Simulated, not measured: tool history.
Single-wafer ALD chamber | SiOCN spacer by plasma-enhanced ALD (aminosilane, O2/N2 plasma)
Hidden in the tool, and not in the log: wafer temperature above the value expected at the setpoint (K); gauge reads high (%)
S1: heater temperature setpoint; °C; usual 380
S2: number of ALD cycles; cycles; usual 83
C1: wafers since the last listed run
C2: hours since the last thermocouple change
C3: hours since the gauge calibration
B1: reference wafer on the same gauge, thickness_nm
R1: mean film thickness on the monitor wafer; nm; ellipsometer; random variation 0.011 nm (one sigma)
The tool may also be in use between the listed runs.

run 1 hour=0.0 | S1=380 S2=94 | C1=0 C2=828.5 C3=355.6 | B1=4.596 | R1=5.129
run 2 hour=42.0 | S1=380 S2=83 | C1=109 C2=870.5 C3=397.6 | B1=4.601 | R1=4.552
run 3 hour=256.1 | S1=380 S2=83 | C1=558 C2=1084.6 C3=611.7 | B1=4.597 | R1=4.555
run 4 hour=292.2 | S1=380 S2=83 | C1=94 C2=1120.7 C3=647.8 | B1=4.603 | R1=4.529
run 5 hour=356.1 | S1=373 S2=90 | C1=166 C2=1184.6 C3=711.7 | B1=4.599 | R1=4.940
run 6 hour=396.5 | S1=373 S2=90 | C1=105 C2=1225.0 C3=752.1 | B1=4.593 | R1=4.920
run 7 hour=428.7 | S1=380 S2=83 | C1=83 C2=1257.2 C3=784.3 | B1=4.601 | R1=4.541
run 8 hour=457.7 | S1=380 S2=83 | C1=75 C2=1286.2 C3=813.3 | B1=4.600 | R1=4.556
run 9 hour=517.7 | S1=374 S2=89 | C1=156 C2=1346.2 C3=873.3 | B1=4.598 | R1=4.857
run 10 hour=582.3 | S1=376 S2=73 | C1=168 C2=1410.8 C3=937.9 | B1=4.600 | R1=3.995
-- hour=585.4 gauge calibrated
-- hour=652.4 thermocouple changed; heater temperature recalibrated
run 11 hour=652.9 | S1=391 S2=74 | C1=163 C2=0.5 C3=67.5 | B1=4.601 | R1=4.051
run 12 hour=690.1 | S1=392 S2=67 | C1=97 C2=37.7 C3=104.7 | B1=4.598 | R1=3.659
run 13 hour=747.1 | S1=380 S2=83 | C1=148 C2=94.7 C3=161.7 | B1=4.599 | R1=4.530
run 14 hour=782.0 | S1=380 S2=83 | C1=91 C2=129.6 C3=196.6 | B1=4.598 | R1=4.530
run 15 hour=846.7 | S1=374 S2=71 | C1=168 C2=194.3 C3=261.3 | B1=4.600 | R1=3.875
run 16 hour=891.9 | S1=371 S2=89 | C1=117 C2=239.5 C3=306.5 | B1=4.598 | R1=4.882

The next listed run, before its measurement:
run 17 hour=938.6 | S1=380 S2=83 | C1=121 C2=286.2 C3=353.2 | B1=? | R1=?

Run 17 gave B1 4.600, R1 4.523 nm.
Without the tool's hidden state the same run would have given R1 4.523 nm.
